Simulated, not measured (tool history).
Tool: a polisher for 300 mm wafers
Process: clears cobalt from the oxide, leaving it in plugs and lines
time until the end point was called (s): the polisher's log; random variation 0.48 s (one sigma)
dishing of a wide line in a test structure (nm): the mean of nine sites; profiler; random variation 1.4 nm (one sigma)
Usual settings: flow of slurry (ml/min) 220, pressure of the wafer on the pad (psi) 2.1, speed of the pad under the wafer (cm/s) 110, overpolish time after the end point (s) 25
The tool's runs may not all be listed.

run,day,flow of slurry (ml/min),pressure of the wafer on the pad (psi),speed of the pad under the wafer (cm/s),overpolish time after the end point (s),wafers since the last listed run,wafers polished on this pad,hours since the slurry nozzle was cleaned,hours since the head pressure was calibrated,"incoming thickness of the incoming film, nm",time until the end point was called (s),dishing of a wide line in a test structure (nm)
1,0.000,220,2.1,110,25,0,4333,531.9,61.2,159.5,36.1,65.1
# day 2.683: worn pad replaced by a new one
# day 3.146: slurry nozzle cleaned
2,4.400,220,2.1,110,25,1222,488,30.1,166.8,162.1,34.7,68.3
3,6.433,220,2.1,110,25,593,1081,78.9,215.6,160.8,33.3,65.7
4,8.000,220,2.1,110,25,457,1538,116.5,253.2,160.8,35.0,65.2
5,12.412,220,2.1,110,25,1287,2826,222.4,359.1,157.5,35.2,67.4
6,18.217,220,2.1,110,25,1693,4519,361.7,498.4,159.3,34.6,63.4
# day 21.358: worn pad replaced by a new one
7,21.750,220,2.1,122,25,982,114,446.5,583.2,156.6,33.6,65.4
# day 22.900: slurry nozzle cleaned
8,23.358,220,2.1,110,25,457,571,11.0,621.8,160.7,38.7,65.2
9,32.479,220,2.1,110,25,2660,3232,229.9,840.7,163.0,40.7,64.3
# day 35.854: head pressure recalibrated
# day 36.312: worn pad replaced by a new one, repeated, since the last time left the tool worse
10,36.367,220,2.1,110,25,1061,15,323.2,12.3,160.1,33.5,65.9
11,40.592,220,2.1,110,25,1232,1248,424.6,113.7,161.2,34.5,68.5
12,43.033,220,2.1,110,25,712,1960,483.2,172.3,159.0,35.0,66.4
13,45.146,220,1.5,110,25,616,2576,533.9,223.0,159.7,46.7,57.0
# day 47.883: slurry nozzle cleaned
14,48.421,220,2.1,110,25,943,3520,12.9,301.6,161.1,35.4,67.1
# day 51.692: worn pad replaced by a new one
15,52.275,220,2.6,110,33,1075,170,105.4,394.1,161.2,28.9,80.7
16,53.933,265,2.1,88,25,483,654,145.2,433.9,159.0,42.3,61.6
17,56.050,220,2.1,110,25,617,1271,196.0,484.7,158.0,34.3,65.4
18,60.146,220,1.7,110,25,1194,2466,294.3,583.0,160.9,43.3,59.3
19,63.583,220,2.1,110,25,1002,3469,376.8,665.5,160.8,34.6,65.2
20,67.512,150,2.1,94,25,1146,4615,471.1,759.8,160.1,45.2,58.7
# day 69.183: head pressure recalibrated
# day 69.408: slurry nozzle cleaned
# day 70.033: worn pad replaced by a new one
21,70.592,220,2.5,110,36,813,162,28.4,33.8,158.7,28.4,80.6
22,75.775,175,1.8,136,12,1512,1674,152.8,158.2,161.7,34.0,44.4
23,77.996,220,2.1,146,25,647,2322,206.1,211.5,159.0,26.4,72.8
# day 88.625: worn pad replaced by a new one
24,89.512,220,2.1,72,29,3311,258,482.5,487.9,159.3,51.3,59.6

Forecast each of these 3 alternatives for the next run:
A,89.529,220,2.1,110,25,4,263,482.9,488.3,160.5,?,?
B,89.529,155,2.1,110,25,4,263,482.9,488.3,160.5,?,?
C,89.529,240,2.1,110,25,4,263,482.9,488.3,160.5,?,?

run,time until the end point was called (s),dishing of a wide line in a test structure (nm)
A,33.8,67.5
B,35.7,65.8
C,33.4,67.9
Without the tool's hidden state the same runs would have given:
run,time until the end point was called (s),dishing of a wide line in a test structure (nm)
A,33.5,67.7
B,35.5,66.0
C,33.2,68.1
